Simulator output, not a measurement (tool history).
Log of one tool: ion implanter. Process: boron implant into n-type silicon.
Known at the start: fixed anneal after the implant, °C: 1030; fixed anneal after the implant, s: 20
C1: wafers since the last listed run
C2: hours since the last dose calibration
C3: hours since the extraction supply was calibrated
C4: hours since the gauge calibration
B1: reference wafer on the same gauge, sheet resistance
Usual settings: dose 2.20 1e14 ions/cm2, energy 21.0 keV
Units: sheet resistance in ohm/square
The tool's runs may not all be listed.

run 1 hour=0.0 | dose=2.20 energy=21.0 | C1=0 C2=2367.5 C3=3989.0 C4=192.0 | B1=404.97 | sheet_resistance=440.20
run 2 hour=14.5 | dose=2.20 energy=21.0 | C1=251 C2=2382.0 C3=4003.5 C4=206.5 | B1=404.95 | sheet_resistance=440.41
run 3 hour=28.8 | dose=2.20 energy=24.0 | C1=248 C2=2396.3 C3=4017.8 C4=220.8 | B1=405.02 | sheet_resistance=435.07
run 4 hour=37.6 | dose=2.20 energy=21.0 | C1=152 C2=2405.1 C3=4026.6 C4=229.6 | B1=404.93 | sheet_resistance=440.69
run 5 hour=52.1 | dose=2.20 energy=21.0 | C1=251 C2=2419.6 C3=4041.1 C4=244.1 | B1=405.13 | sheet_resistance=441.20
run 6 hour=86.9 | dose=2.20 energy=21.0 | C1=603 C2=2454.4 C3=4075.9 C4=278.9 | B1=404.90 | sheet_resistance=442.35
run 7 hour=96.4 | dose=2.20 energy=21.0 | C1=164 C2=2463.9 C3=4085.4 C4=288.4 | B1=404.98 | sheet_resistance=441.22
-- hour=123.6 Faraday cup replaced and dose calibrated
run 8 hour=124.9 | dose=2.34 energy=16.0 | C1=355 C2=1.3 C3=4113.9 C4=316.9 | B1=404.98 | sheet_resistance=410.83
run 9 hour=142.7 | dose=2.34 energy=16.0 | C1=308 C2=19.1 C3=4131.7 C4=334.7 | B1=404.99 | sheet_resistance=411.48
run 10 hour=149.6 | dose=2.20 energy=23.0 | C1=119 C2=26.0 C3=4138.6 C4=341.6 | B1=405.11 | sheet_resistance=414.32
run 11 hour=160.4 | dose=2.04 energy=18.5 | C1=187 C2=36.8 C3=4149.4 C4=352.4 | B1=404.94 | sheet_resistance=452.83
run 12 hour=167.4 | dose=2.20 energy=21.0 | C1=121 C2=43.8 C3=4156.4 C4=359.4 | B1=404.91 | sheet_resistance=419.68
run 13 hour=174.0 | dose=2.56 energy=16.5 | C1=114 C2=50.4 C3=4163.0 C4=366.0 | B1=404.91 | sheet_resistance=380.89
run 14 hour=197.1 | dose=1.88 energy=15.5 | C1=400 C2=73.5 C3=4186.1 C4=389.1 | B1=405.01 | sheet_resistance=495.33
run 15 hour=207.7 | dose=2.20 energy=21.0 | C1=183 C2=84.1 C3=4196.7 C4=399.7 | B1=405.08 | sheet_resistance=421.21
-- hour=213.3 gauge calibrated
run 16 hour=225.4 | dose=1.94 energy=19.0 | C1=307 C2=101.8 C3=4214.4 C4=12.1 | B1=405.05 | sheet_resistance=472.45
-- hour=238.5 extraction supply calibrated
run 17 hour=239.3 | dose=2.20 energy=21.0 | C1=102 C2=115.7 C3=0.8 C4=26.0 | B1=404.98 | sheet_resistance=421.44
run 18 hour=249.5 | dose=2.20 energy=21.0 | C1=176 C2=125.9 C3=11.0 C4=36.2 | B1=405.02 | sheet_resistance=420.96
run 19 hour=260.6 | dose=2.20 energy=21.0 | C1=192 C2=137.0 C3=22.1 C4=47.3 | B1=405.13 | sheet_resistance=421.69
run 20 hour=272.6 | dose=1.56 energy=18.5 | C1=208 C2=149.0 C3=34.1 C4=59.3 | B1=404.91 | sheet_resistance=568.51
run 21 hour=284.2 | dose=2.48 energy=25.5 | C1=201 C2=160.6 C3=45.7 C4=70.9 | B1=404.89 | sheet_resistance=374.77
run 22 hour=290.2 | dose=1.77 energy=23.5 | C1=104 C2=166.6 C3=51.7 C4=76.9 | B1=404.93 | sheet_resistance=497.20
run 23 hour=298.5 | dose=2.80 energy=21.0 | C1=143 C2=174.9 C3=60.0 C4=85.2 | B1=405.10 | sheet_resistance=347.63
run 24 hour=314.9 | dose=1.54 energy=24.0 | C1=284 C2=191.3 C3=76.4 C4=101.6 | B1=405.04 | sheet_resistance=551.22

4 ways to go on from here, each from the tool as it stands after run 24. What would each give?
run A hour=315.3 | dose=2.20 energy=21.0 | C1=6 C2=191.7 C3=76.8 C4=102.0 | B1=? | sheet_resistance=?
run B hour=315.3 | dose=1.68 energy=25.5 | C1=6 C2=191.7 C3=76.8 C4=102.0 | B1=? | sheet_resistance=?
run C hour=315.3 | dose=2.45 energy=26.5 | C1=6 C2=191.7 C3=76.8 C4=102.0 | B1=? | sheet_resistance=?
run D hour=315.3 | dose=2.47 energy=14.5 | C1=6 C2=191.7 C3=76.8 C4=102.0 | B1=? | sheet_resistance=?

run=A B1=404.98 sheet_resistance=423.55
run=B B1=404.98 sheet_resistance=512.96
run=C B1=404.98 sheet_resistance=377.96
run=D B1=404.98 sheet_resistance=402.46
Without the tool's hidden state the same runs would have given:
run=A sheet_resistance=420.04
run=B sheet_resistance=508.85
run=C sheet_resistance=374.86
run=D sheet_resistance=399.07
